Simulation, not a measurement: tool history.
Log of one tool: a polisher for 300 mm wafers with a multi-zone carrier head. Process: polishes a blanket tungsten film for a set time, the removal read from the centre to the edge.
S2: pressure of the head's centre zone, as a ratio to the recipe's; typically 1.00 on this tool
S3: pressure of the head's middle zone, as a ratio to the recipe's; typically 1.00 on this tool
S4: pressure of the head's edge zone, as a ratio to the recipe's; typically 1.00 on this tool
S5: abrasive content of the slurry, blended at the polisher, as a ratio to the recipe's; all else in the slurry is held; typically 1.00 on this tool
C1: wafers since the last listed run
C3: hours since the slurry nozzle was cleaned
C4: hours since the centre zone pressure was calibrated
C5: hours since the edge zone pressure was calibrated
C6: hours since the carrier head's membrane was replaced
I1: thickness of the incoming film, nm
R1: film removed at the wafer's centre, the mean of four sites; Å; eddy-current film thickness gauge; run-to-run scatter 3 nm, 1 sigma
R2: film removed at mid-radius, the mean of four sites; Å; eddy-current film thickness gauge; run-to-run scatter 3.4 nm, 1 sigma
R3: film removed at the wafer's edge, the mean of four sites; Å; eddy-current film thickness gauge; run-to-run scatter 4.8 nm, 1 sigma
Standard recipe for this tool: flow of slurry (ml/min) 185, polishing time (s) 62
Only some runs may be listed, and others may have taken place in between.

{"run": 1, "day": 0.0, "flow of slurry (ml/min)": 185, "S2": 1.0, "S3": 1.0, "S4": 1.0, "S5": 1.0, "polishing time (s)": 62, "C1": 0, "wafers polished on this pad": 1816, "C3": 599.4, "C4": 315.2, "C5": 914.6, "C6": 1193.9, "I1": 969.0, "R1": 4070, "R2": 4044, "R3": 3849}
{"run": 2, "day": 2.062, "flow of slurry (ml/min)": 185, "S2": 1.0, "S3": 1.0, "S4": 1.0, "S5": 1.0, "polishing time (s)": 62, "C1": 638, "wafers polished on this pad": 2454, "C3": 648.9, "C4": 364.7, "C5": 964.1, "C6": 1243.4, "I1": 946.5, "R1": 4005, "R2": 4066, "R3": 3956}
{"day": 5.0, "done": "centre zone pressure recalibrated"}
{"run": 3, "day": 5.871, "flow of slurry (ml/min)": 185, "S2": 1.0, "S3": 1.0, "S4": 1.0, "S5": 1.0, "polishing time (s)": 62, "C1": 1152, "wafers polished on this pad": 3606, "C3": 740.3, "C4": 20.9, "C5": 1055.5, "C6": 1334.8, "I1": 973.3, "R1": 3936, "R2": 3956, "R3": 3745}
{"day": 7.854, "done": "edge zone pressure recalibrated"}
{"run": 4, "day": 9.317, "flow of slurry (ml/min)": 185, "S2": 1.0, "S3": 1.0, "S4": 1.0, "S5": 0.85, "polishing time (s)": 62, "C1": 1040, "wafers polished on this pad": 4647, "C3": 823.0, "C4": 103.6, "C5": 35.1, "C6": 1417.5, "I1": 949.0, "R1": 3679, "R2": 3712, "R3": 3511}
{"day": 9.5, "done": "worn pad replaced by a new one"}
{"day": 9.95, "done": "slurry nozzle cleaned"}
{"day": 10.454, "done": "carrier head's membrane replaced by a new one"}
{"run": 5, "day": 12.9, "flow of slurry (ml/min)": 185, "S2": 1.0, "S3": 1.0, "S4": 1.0, "S5": 0.85, "polishing time (s)": 62, "C1": 979, "wafers polished on this pad": 974, "C3": 70.8, "C4": 189.6, "C5": 121.1, "C6": 58.7, "I1": 952.6, "R1": 3977, "R2": 3949, "R3": 3895}
{"run": 6, "day": 15.129, "flow of slurry (ml/min)": 185, "S2": 1.0, "S3": 1.0, "S4": 1.0, "S5": 0.85, "polishing time (s)": 62, "C1": 689, "wafers polished on this pad": 1664, "C3": 124.3, "C4": 243.1, "C5": 174.6, "C6": 112.2, "I1": 962.7, "R1": 3914, "R2": 3956, "R3": 3896}
{"run": 7, "day": 17.925, "flow of slurry (ml/min)": 200, "S2": 1.0, "S3": 1.0, "S4": 1.0, "S5": 1.0, "polishing time (s)": 62, "C1": 865, "wafers polished on this pad": 2529, "C3": 191.4, "C4": 310.2, "C5": 241.7, "C6": 179.3, "I1": 971.9, "R1": 4045, "R2": 4060, "R3": 4013}
{"run": 8, "day": 20.683, "flow of slurry (ml/min)": 185, "S2": 1.0, "S3": 1.0, "S4": 1.0, "S5": 1.0, "polishing time (s)": 62, "C1": 853, "wafers polished on this pad": 3382, "C3": 257.6, "C4": 376.4, "C5": 307.9, "C6": 245.5, "I1": 969.6, "R1": 3917, "R2": 4007, "R3": 3915}
{"day": 22.258, "done": "centre zone pressure recalibrated"}
{"run": 9, "day": 23.433, "flow of slurry (ml/min)": 185, "S2": 1.0, "S3": 1.0, "S4": 1.0, "S5": 1.0, "polishing time (s)": 62, "C1": 825, "wafers polished on this pad": 4207, "C3": 323.6, "C4": 28.2, "C5": 373.9, "C6": 311.5, "I1": 942.8, "R1": 3907, "R2": 3804, "R3": 3747}
{"day": 24.921, "done": "worn pad replaced by a new one"}
{"run": 10, "day": 25.529, "flow of slurry (ml/min)": 185, "S2": 1.0, "S3": 1.0, "S4": 1.0, "S5": 1.0, "polishing time (s)": 78, "C1": 596, "wafers polished on this pad": 187, "C3": 373.9, "C4": 78.5, "C5": 424.2, "C6": 361.8, "I1": 972.7, "R1": 5184, "R2": 5158, "R3": 5109}
{"run": 11, "day": 27.262, "flow of slurry (ml/min)": 185, "S2": 1.0, "S3": 0.88, "S4": 0.92, "S5": 0.75, "polishing time (s)": 50, "C1": 536, "wafers polished on this pad": 724, "C3": 415.5, "C4": 120.1, "C5": 465.8, "C6": 403.4, "I1": 963.6, "R1": 3177, "R2": 2870, "R3": 3008}
{"run": 12, "day": 29.133, "flow of slurry (ml/min)": 185, "S2": 1.0, "S3": 1.0, "S4": 1.0, "S5": 1.0, "polishing time (s)": 62, "C1": 578, "wafers polished on this pad": 1302, "C3": 460.4, "C4": 165.0, "C5": 510.7, "C6": 448.3, "I1": 966.1, "R1": 4127, "R2": 4100, "R3": 4000}
{"run": 13, "day": 32.642, "flow of slurry (ml/min)": 250, "S2": 1.0, "S3": 1.0, "S4": 1.0, "S5": 1.0, "polishing time (s)": 83, "C1": 1085, "wafers polished on this pad": 2388, "C3": 544.6, "C4": 249.2, "C5": 594.9, "C6": 532.5, "I1": 946.5, "R1": 5716, "R2": 5665, "R3": 5378}
{"run": 14, "day": 35.442, "flow of slurry (ml/min)": 185, "S2": 0.9, "S3": 1.0, "S4": 1.0, "S5": 1.0, "polishing time (s)": 48, "C1": 866, "wafers polished on this pad": 3254, "C3": 611.8, "C4": 316.4, "C5": 662.1, "C6": 599.7, "I1": 941.9, "R1": 2771, "R2": 3086, "R3": 3081}
{"run": 15, "day": 38.033, "flow of slurry (ml/min)": 185, "S2": 1.0, "S3": 1.08, "S4": 1.0, "S5": 1.0, "polishing time (s)": 62, "C1": 801, "wafers polished on this pad": 4056, "C3": 674.0, "C4": 378.6, "C5": 724.3, "C6": 661.9, "I1": 969.1, "R1": 3858, "R2": 4169, "R3": 3792}
{"day": 40.912, "done": "worn pad replaced by a new one"}
{"run": 16, "day": 41.1, "flow of slurry (ml/min)": 185, "S2": 1.0, "S3": 1.0, "S4": 1.0, "S5": 1.0, "polishing time (s)": 62, "C1": 897, "wafers polished on this pad": 57, "C3": 747.6, "C4": 452.2, "C5": 797.9, "C6": 735.5, "I1": 944.9, "R1": 4130, "R2": 4142, "R3": 3994}
{"day": 41.6, "done": "slurry nozzle cleaned"}
{"day": 41.746, "done": "centre zone pressure recalibrated"}
{"run": 17, "day": 44.754, "flow of slurry (ml/min)": 245, "S2": 1.0, "S3": 1.0, "S4": 1.11, "S5": 1.0, "polishing time (s)": 62, "C1": 1091, "wafers polished on this pad": 1149, "C3": 75.7, "C4": 72.2, "C5": 885.6, "C6": 823.2, "I1": 961.5, "R1": 4236, "R2": 4291, "R3": 4343}
{"run": 18, "day": 48.383, "flow of slurry (ml/min)": 185, "S2": 1.0, "S3": 1.11, "S4": 1.06, "S5": 1.3, "polishing time (s)": 74, "C1": 1122, "wafers polished on this pad": 2272, "C3": 162.8, "C4": 159.3, "C5": 972.7, "C6": 910.3, "I1": 963.1, "R1": 5042, "R2": 5616, "R3": 5036}
{"run": 19, "day": 51.383, "flow of slurry (ml/min)": 185, "S2": 1.0, "S3": 1.05, "S4": 1.0, "S5": 1.0, "polishing time (s)": 80, "C1": 928, "wafers polished on this pad": 3200, "C3": 234.8, "C4": 231.3, "C5": 1044.7, "C6": 982.3, "I1": 946.5, "R1": 5164, "R2": 5369, "R3": 5022}
{"run": 20, "day": 54.196, "flow of slurry (ml/min)": 230, "S2": 1.0, "S3": 1.0, "S4": 1.0, "S5": 0.9, "polishing time (s)": 62, "C1": 870, "wafers polished on this pad": 4070, "C3": 302.3, "C4": 298.8, "C5": 1112.2, "C6": 1049.8, "I1": 955.2, "R1": 3974, "R2": 3992, "R3": 3822}
{"run": 21, "day": 56.842, "flow of slurry (ml/min)": 185, "S2": 1.11, "S3": 1.03, "S4": 0.9, "S5": 1.0, "polishing time (s)": 56, "C1": 818, "wafers polished on this pad": 4889, "C3": 365.8, "C4": 362.3, "C5": 1175.7, "C6": 1113.3, "I1": 953.5, "R1": 3741, "R2": 3467, "R3": 3162}
{"day": 60.775, "done": "worn pad replaced by a new one"}
{"run": 22, "day": 61.112, "flow of slurry (ml/min)": 185, "S2": 1.0, "S3": 1.0, "S4": 1.0, "S5": 1.0, "polishing time (s)": 62, "C1": 1269, "wafers polished on this pad": 104, "C3": 468.3, "C4": 464.8, "C5": 1278.2, "C6": 1215.8, "I1": 957.4, "R1": 4113, "R2": 4108, "R3": 4008}

Measured minus without-hidden-state, run by run (identical run-to-run variation in each term; gauge scatter may differ):
The hidden state here: removal rate lost through wear of the pad, %; slurry flow missing at the pad, %; deviation of the centre zone's pressure from its setpoint, %; deviation of the edge zone's pressure from its setpoint, %.
run=1 R1=-89 R2=-88 R3=-84
run=2 R1=-125 R2=-127 R3=-124
run=3 R1=-224 R2=-226 R3=-214
run=4 R1=-335 R2=-338 R3=-319
run=5 R1=-41 R2=-40 R3=-40
run=6 R1=-66 R2=-66 R3=-65
run=7 R1=-120 R2=-121 R3=-119
run=8 R1=-190 R2=-194 R3=-189
run=9 R1=-284 R2=-278 R3=-274
run=10 R1=-3 R2=-3 R3=-4
run=11 R1=-7 R2=-7 R3=-7
run=12 R1=-26 R2=-25 R3=-25
run=13 R1=-113 R2=-111 R3=-106
run=14 R1=-102 R2=-114 R3=-114
run=15 R1=-224 R2=-242 R3=-220
run=16 R1=-22 R2=-22 R3=-22
run=17 R1=-43 R2=-44 R3=-44
run=18 R1=-119 R2=-132 R3=-119
run=19 R1=-216 R2=-224 R3=-210
run=20 R1=-259 R2=-260 R3=-249
run=21 R1=-351 R2=-325 R3=-296
run=22 R1=-39 R2=-39 R3=-38
